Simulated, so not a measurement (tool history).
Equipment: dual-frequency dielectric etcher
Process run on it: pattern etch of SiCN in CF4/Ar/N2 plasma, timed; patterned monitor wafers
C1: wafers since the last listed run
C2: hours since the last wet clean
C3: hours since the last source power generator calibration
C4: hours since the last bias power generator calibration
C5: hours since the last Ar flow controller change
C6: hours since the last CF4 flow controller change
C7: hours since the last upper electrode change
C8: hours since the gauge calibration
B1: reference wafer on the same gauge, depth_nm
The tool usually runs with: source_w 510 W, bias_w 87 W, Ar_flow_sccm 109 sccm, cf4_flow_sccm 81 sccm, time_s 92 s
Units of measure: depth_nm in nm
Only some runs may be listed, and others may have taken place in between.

{"run": 1, "hour": 0.0, "source_w": 430, "bias_w": 71, "Ar_flow_sccm": 109, "cf4_flow_sccm": 81, "time_s": 82, "C1": 0, "C2": 213.1, "C3": 163.3, "C4": 4790.6, "C5": 4621.4, "C6": 2531.1, "C7": 3229, "C8": 2112.1, "B1": 81.9, "depth_nm": 58.5}
{"hour": 20.7, "done": "gauge calibrated"}
{"hour": 78.1, "done": "wet clean of the chamber, repeated, since the last time left the tool worse"}
{"hour": 82.2, "done": "bias power generator calibrated"}
{"run": 2, "hour": 82.7, "source_w": 570, "bias_w": 87, "Ar_flow_sccm": 121, "cf4_flow_sccm": 81, "time_s": 92, "C1": 435, "C2": 4.6, "C3": 246, "C4": 0.5, "C5": 4704.1, "C6": 2613.8, "C7": 3311.7, "C8": 62, "B1": 81.9, "depth_nm": 88.5}
{"hour": 94.7, "done": "Ar flow controller replaced"}
{"run": 3, "hour": 96.1, "source_w": 510, "bias_w": 87, "Ar_flow_sccm": 109, "cf4_flow_sccm": 81, "time_s": 67, "C1": 58, "C2": 18, "C3": 259.4, "C4": 13.9, "C5": 1.4, "C6": 2627.2, "C7": 3325.1, "C8": 75.4, "B1": 82.2, "depth_nm": 61.6}
{"run": 4, "hour": 143.6, "source_w": 420, "bias_w": 87, "Ar_flow_sccm": 131, "cf4_flow_sccm": 63, "time_s": 111, "C1": 378, "C2": 65.5, "C3": 306.9, "C4": 61.4, "C5": 48.9, "C6": 2674.7, "C7": 3372.6, "C8": 122.9, "B1": 82.2, "depth_nm": 83.3}
{"run": 5, "hour": 211.3, "source_w": 510, "bias_w": 87, "Ar_flow_sccm": 90, "cf4_flow_sccm": 75, "time_s": 92, "C1": 539, "C2": 133.2, "C3": 374.6, "C4": 129.1, "C5": 116.6, "C6": 2742.4, "C7": 3440.3, "C8": 190.6, "B1": 82.1, "depth_nm": 86.1}
{"run": 6, "hour": 283.0, "source_w": 510, "bias_w": 87, "Ar_flow_sccm": 109, "cf4_flow_sccm": 81, "time_s": 92, "C1": 570, "C2": 204.9, "C3": 446.3, "C4": 200.8, "C5": 188.3, "C6": 2814.1, "C7": 3512, "C8": 262.3, "B1": 82, "depth_nm": 83.1}
{"run": 7, "hour": 322.5, "source_w": 410, "bias_w": 87, "Ar_flow_sccm": 109, "cf4_flow_sccm": 75, "time_s": 92, "C1": 314, "C2": 244.4, "C3": 485.8, "C4": 240.3, "C5": 227.8, "C6": 2853.6, "C7": 3551.5, "C8": 301.8, "B1": 82.1, "depth_nm": 73.5}
{"run": 8, "hour": 357.9, "source_w": 620, "bias_w": 87, "Ar_flow_sccm": 109, "cf4_flow_sccm": 81, "time_s": 106, "C1": 281, "C2": 279.8, "C3": 521.2, "C4": 275.7, "C5": 263.2, "C6": 2889, "C7": 3586.9, "C8": 337.2, "B1": 82, "depth_nm": 107.7}
{"run": 9, "hour": 386.6, "source_w": 510, "bias_w": 102, "Ar_flow_sccm": 109, "cf4_flow_sccm": 88, "time_s": 100.5, "C1": 228, "C2": 308.5, "C3": 549.9, "C4": 304.4, "C5": 291.9, "C6": 2917.7, "C7": 3615.6, "C8": 365.9, "B1": 82, "depth_nm": 98.6}
{"run": 10, "hour": 425.2, "source_w": 470, "bias_w": 87, "Ar_flow_sccm": 109, "cf4_flow_sccm": 72, "time_s": 92, "C1": 307, "C2": 347.1, "C3": 588.5, "C4": 343, "C5": 330.5, "C6": 2956.3, "C7": 3654.2, "C8": 404.5, "B1": 82.1, "depth_nm": 77.3}
{"hour": 458.5, "done": "CF4 flow controller replaced"}
{"hour": 482.3, "done": "upper electrode replaced"}
{"run": 11, "hour": 482.8, "source_w": 510, "bias_w": 87, "Ar_flow_sccm": 109, "cf4_flow_sccm": 69, "time_s": 92, "C1": 221, "C2": 404.7, "C3": 646.1, "C4": 400.6, "C5": 388.1, "C6": 24.3, "C7": 0.5, "C8": 462.1, "B1": 81.9, "depth_nm": 81.1}
{"run": 12, "hour": 510.8, "source_w": 510, "bias_w": 87, "Ar_flow_sccm": 109, "cf4_flow_sccm": 81, "time_s": 92, "C1": 222, "C2": 432.7, "C3": 674.1, "C4": 428.6, "C5": 416.1, "C6": 52.3, "C7": 28.5, "C8": 490.1, "B1": 81.9, "depth_nm": 81.6}
{"run": 13, "hour": 543.9, "source_w": 510, "bias_w": 87, "Ar_flow_sccm": 109, "cf4_flow_sccm": 81, "time_s": 92, "C1": 263, "C2": 465.8, "C3": 707.2, "C4": 461.7, "C5": 449.2, "C6": 85.4, "C7": 61.6, "C8": 523.2, "B1": 82.1, "depth_nm": 81.8}
{"hour": 581.9, "done": "wet clean of the chamber"}
{"run": 14, "hour": 609.0, "source_w": 510, "bias_w": 87, "Ar_flow_sccm": 109, "cf4_flow_sccm": 81, "time_s": 92, "C1": 327, "C2": 27.1, "C3": 772.3, "C4": 526.8, "C5": 514.3, "C6": 150.5, "C7": 126.7, "C8": 588.3, "B1": 82.1, "depth_nm": 84.5}
{"run": 15, "hour": 633.9, "source_w": 510, "bias_w": 87, "Ar_flow_sccm": 90, "cf4_flow_sccm": 81, "time_s": 92, "C1": 198, "C2": 52, "C3": 797.2, "C4": 551.7, "C5": 539.2, "C6": 175.4, "C7": 151.6, "C8": 613.2, "B1": 82.1, "depth_nm": 88}
{"run": 16, "hour": 684.0, "source_w": 510, "bias_w": 87, "Ar_flow_sccm": 88, "cf4_flow_sccm": 81, "time_s": 92, "C1": 398, "C2": 102.1, "C3": 847.3, "C4": 601.8, "C5": 589.3, "C6": 225.5, "C7": 201.7, "C8": 663.3, "B1": 82, "depth_nm": 87.3}
{"run": 17, "hour": 708.1, "source_w": 510, "bias_w": 87, "Ar_flow_sccm": 109, "cf4_flow_sccm": 81, "time_s": 109.5, "C1": 191, "C2": 126.2, "C3": 871.4, "C4": 625.9, "C5": 613.4, "C6": 249.6, "C7": 225.8, "C8": 687.4, "B1": 81.9, "depth_nm": 99.9}
{"run": 18, "hour": 751.9, "source_w": 590, "bias_w": 79, "Ar_flow_sccm": 119, "cf4_flow_sccm": 81, "time_s": 92, "C1": 348, "C2": 170, "C3": 915.2, "C4": 669.7, "C5": 657.2, "C6": 293.4, "C7": 269.6, "C8": 731.2, "B1": 81.9, "depth_nm": 85.7}
{"run": 19, "hour": 805.5, "source_w": 640, "bias_w": 87, "Ar_flow_sccm": 109, "cf4_flow_sccm": 81, "time_s": 70.5, "C1": 426, "C2": 223.6, "C3": 968.8, "C4": 723.3, "C5": 710.8, "C6": 347, "C7": 323.2, "C8": 784.8, "B1": 82.1, "depth_nm": 73.6}
{"run": 20, "hour": 831.2, "source_w": 560, "bias_w": 75, "Ar_flow_sccm": 109, "cf4_flow_sccm": 92, "time_s": 92, "C1": 204, "C2": 249.3, "C3": 994.5, "C4": 749, "C5": 736.5, "C6": 372.7, "C7": 348.9, "C8": 810.5, "B1": 82.1, "depth_nm": 84.2}
{"run": 21, "hour": 892.7, "source_w": 510, "bias_w": 87, "Ar_flow_sccm": 109, "cf4_flow_sccm": 81, "time_s": 92, "C1": 489, "C2": 310.8, "C3": 1056, "C4": 810.5, "C5": 798, "C6": 434.2, "C7": 410.4, "C8": 872, "B1": 81.9, "depth_nm": 82.7}
{"run": 22, "hour": 948.2, "source_w": 510, "bias_w": 87, "Ar_flow_sccm": 109, "cf4_flow_sccm": 81, "time_s": 92, "C1": 441, "C2": 366.3, "C3": 1111.5, "C4": 866, "C5": 853.5, "C6": 489.7, "C7": 465.9, "C8": 927.5, "B1": 82.1, "depth_nm": 83}

The logged runs with the hidden state left out (each run's random variation unchanged):
Hidden state present: etch rate over this chamber's usual, %; source power that arrives over what is set, %; bias power that arrives over what is set, %; Ar flow that arrives over what is set, %; CF4 flow that arrives over what is set, %; gauge reads high (%).
run=1 depth_nm=62.6
run=2 depth_nm=88.5
run=3 depth_nm=61.7
run=4 depth_nm=83.5
run=5 depth_nm=86.6
run=6 depth_nm=83.9
run=7 depth_nm=74.3
run=8 depth_nm=109.2
run=9 depth_nm=100
run=10 depth_nm=78.6
run=11 depth_nm=82.7
run=12 depth_nm=83.3
run=13 depth_nm=83.6
run=14 depth_nm=84.4
run=15 depth_nm=88
run=16 depth_nm=87.5
run=17 depth_nm=100.3
run=18 depth_nm=86.2
run=19 depth_nm=74.3
run=20 depth_nm=85.1
run=21 depth_nm=83.8
run=22 depth_nm=84.3

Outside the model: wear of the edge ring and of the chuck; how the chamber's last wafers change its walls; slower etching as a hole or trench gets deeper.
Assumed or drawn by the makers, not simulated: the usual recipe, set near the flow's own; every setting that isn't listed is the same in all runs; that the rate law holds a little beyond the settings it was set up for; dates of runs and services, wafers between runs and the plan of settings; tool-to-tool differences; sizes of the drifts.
